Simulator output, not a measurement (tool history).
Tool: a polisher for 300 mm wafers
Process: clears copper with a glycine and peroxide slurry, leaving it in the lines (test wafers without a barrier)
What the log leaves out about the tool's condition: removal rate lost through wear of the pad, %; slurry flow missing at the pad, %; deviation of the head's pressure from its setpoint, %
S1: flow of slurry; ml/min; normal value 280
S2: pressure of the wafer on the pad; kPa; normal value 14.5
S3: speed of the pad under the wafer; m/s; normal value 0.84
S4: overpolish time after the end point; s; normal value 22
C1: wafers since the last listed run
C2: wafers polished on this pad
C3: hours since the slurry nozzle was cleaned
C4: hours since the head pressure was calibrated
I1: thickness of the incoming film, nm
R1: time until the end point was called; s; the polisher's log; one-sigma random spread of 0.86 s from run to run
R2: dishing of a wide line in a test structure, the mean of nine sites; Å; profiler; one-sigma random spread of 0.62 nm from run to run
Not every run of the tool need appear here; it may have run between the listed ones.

run 1 hour=0.0 | S1=280 S2=14.5 S3=0.84 S4=22 | C1=0 C2=260 C3=634.1 C4=1071.3 | I1=410.3 | R1=102.3 R2=520
run 2 hour=13.3 | S1=280 S2=14.5 S3=0.84 S4=22 | C1=103 C2=364 C3=647.4 C4=1084.6 | I1=411.1 | R1=100.8 R2=514
run 3 hour=41.4 | S1=280 S2=14.5 S3=0.60 S4=22 | C1=218 C2=582 C3=675.5 C4=1112.7 | I1=420.7 | R1=133.1 R2=450
run 4 hour=56.9 | S1=280 S2=17.2 S3=0.70 S4=22 | C1=120 C2=703 C3=691.0 C4=1128.2 | I1=408.8 | R1=106.4 R2=512
run 5 hour=79.7 | S1=280 S2=14.5 S3=0.84 S4=22 | C1=177 C2=881 C3=713.8 C4=1151.0 | I1=421.8 | R1=104.1 R2=521
run 6 hour=104.9 | S1=280 S2=14.5 S3=0.84 S4=22 | C1=196 C2=1077 C3=739.0 C4=1176.2 | I1=417.3 | R1=104.3 R2=518
-- hour=121.4 worn pad replaced by a new one
run 7 hour=122.5 | S1=280 S2=14.5 S3=0.84 S4=22 | C1=105 C2=8 C3=756.6 C4=1193.8 | I1=412.9 | R1=102.6 R2=513
run 8 hour=151.6 | S1=280 S2=14.5 S3=0.84 S4=22 | C1=226 C2=234 C3=785.7 C4=1222.9 | I1=411.6 | R1=102.8 R2=519
run 9 hour=178.6 | S1=280 S2=14.5 S3=0.84 S4=25 | C1=210 C2=445 C3=812.7 C4=1249.9 | I1=415.2 | R1=102.0 R2=562
run 10 hour=194.5 | S1=280 S2=14.5 S3=0.84 S4=25 | C1=123 C2=568 C3=828.6 C4=1265.8 | I1=409.9 | R1=100.6 R2=562
run 11 hour=207.6 | S1=280 S2=14.5 S3=0.84 S4=25 | C1=101 C2=670 C3=841.7 C4=1278.9 | I1=413.8 | R1=102.5 R2=567
run 12 hour=242.2 | S1=280 S2=14.5 S3=0.84 S4=22 | C1=269 C2=940 C3=876.3 C4=1313.5 | I1=419.5 | R1=103.3 R2=515
-- hour=260.9 head pressure recalibrated
run 13 hour=263.7 | S1=280 S2=14.5 S3=0.84 S4=22 | C1=151 C2=1091 C3=897.8 C4=2.8 | I1=415.0 | R1=104.2 R2=525
-- hour=284.7 worn pad replaced by a new one
run 14 hour=292.6 | S1=280 S2=14.5 S3=0.84 S4=22 | C1=193 C2=61 C3=926.7 C4=31.7 | I1=417.4 | R1=103.7 R2=517
run 15 hour=318.8 | S1=280 S2=14.5 S3=0.84 S4=15 | C1=203 C2=265 C3=952.9 C4=57.9 | I1=415.3 | R1=101.7 R2=395
-- hour=334.0 slurry nozzle cleaned
run 16 hour=402.2 | S1=230 S2=12.4 S3=0.84 S4=34 | C1=641 C2=906 C3=68.2 C4=141.3 | I1=419.0 | R1=116.0 R2=635
run 17 hour=421.8 | S1=280 S2=15.9 S3=1.04 S4=17 | C1=152 C2=1059 C3=87.8 C4=160.9 | I1=416.4 | R1=83.7 R2=495
-- hour=441.4 worn pad replaced by a new one
run 18 hour=441.9 | S1=245 S2=11.7 S3=0.56 S4=27 | C1=125 C2=4 C3=107.9 C4=181.0 | I1=412.6 | R1=154.1 R2=466
run 19 hour=458.4 | S1=280 S2=14.5 S3=0.84 S4=22 | C1=128 C2=132 C3=124.4 C4=197.5 | I1=419.1 | R1=104.3 R2=520
run 20 hour=483.3 | S1=280 S2=13.1 S3=1.04 S4=22 | C1=193 C2=326 C3=149.3 C4=222.4 | I1=416.8 | R1=92.5 R2=555
run 21 hour=504.2 | S1=280 S2=14.5 S3=0.84 S4=22 | C1=162 C2=489 C3=170.2 C4=243.3 | I1=414.8 | R1=104.1 R2=516
run 22 hour=519.5 | S1=250 S2=14.5 S3=0.96 S4=22 | C1=119 C2=608 C3=185.5 C4=258.6 | I1=421.2 | R1=94.9 R2=549
run 23 hour=551.8 | S1=280 S2=10.3 S3=0.68 S4=13 | C1=251 C2=859 C3=217.8 C4=290.9 | I1=414.9 | R1=142.6 R2=278
run 24 hour=577.2 | S1=280 S2=14.5 S3=0.84 S4=22 | C1=197 C2=1057 C3=243.2 C4=316.3 | I1=415.9 | R1=104.4 R2=519
-- hour=592.3 worn pad replaced by a new one
run 25 hour=596.0 | S1=315 S2=11.7 S3=0.68 S4=25 | C1=115 C2=28 C3=262.0 C4=335.1 | I1=420.6 | R1=135.5 R2=494
run 26 hour=612.4 | S1=280 S2=14.5 S3=0.84 S4=22 | C1=127 C2=156 C3=278.4 C4=351.5 | I1=412.7 | R1=102.5 R2=525

3 options for the next run, each taken on its own from the tool as it stands now. Forecast them:
run A hour=612.9 | S1=280 S2=14.5 S3=0.84 S4=22 | C1=3 C2=160 C3=278.9 C4=352.0 | I1=414.3 | R1=? R2=?
run B hour=612.9 | S1=280 S2=14.5 S3=1.12 S4=22 | C1=3 C2=160 C3=278.9 C4=352.0 | I1=414.3 | R1=? R2=?
run C hour=612.9 | S1=315 S2=14.5 S3=0.84 S4=9 | C1=3 C2=160 C3=278.9 C4=352.0 | I1=414.3 | R1=? R2=?

run=A R1=104.7 R2=520
run=B R1=83.8 R2=584
run=C R1=104.0 R2=262
Take away the tool's hidden state, keep each run's random variation, and the runs would have read:
run=A R1=104.7 R2=520
run=B R1=83.8 R2=584
run=C R1=104.0 R2=262

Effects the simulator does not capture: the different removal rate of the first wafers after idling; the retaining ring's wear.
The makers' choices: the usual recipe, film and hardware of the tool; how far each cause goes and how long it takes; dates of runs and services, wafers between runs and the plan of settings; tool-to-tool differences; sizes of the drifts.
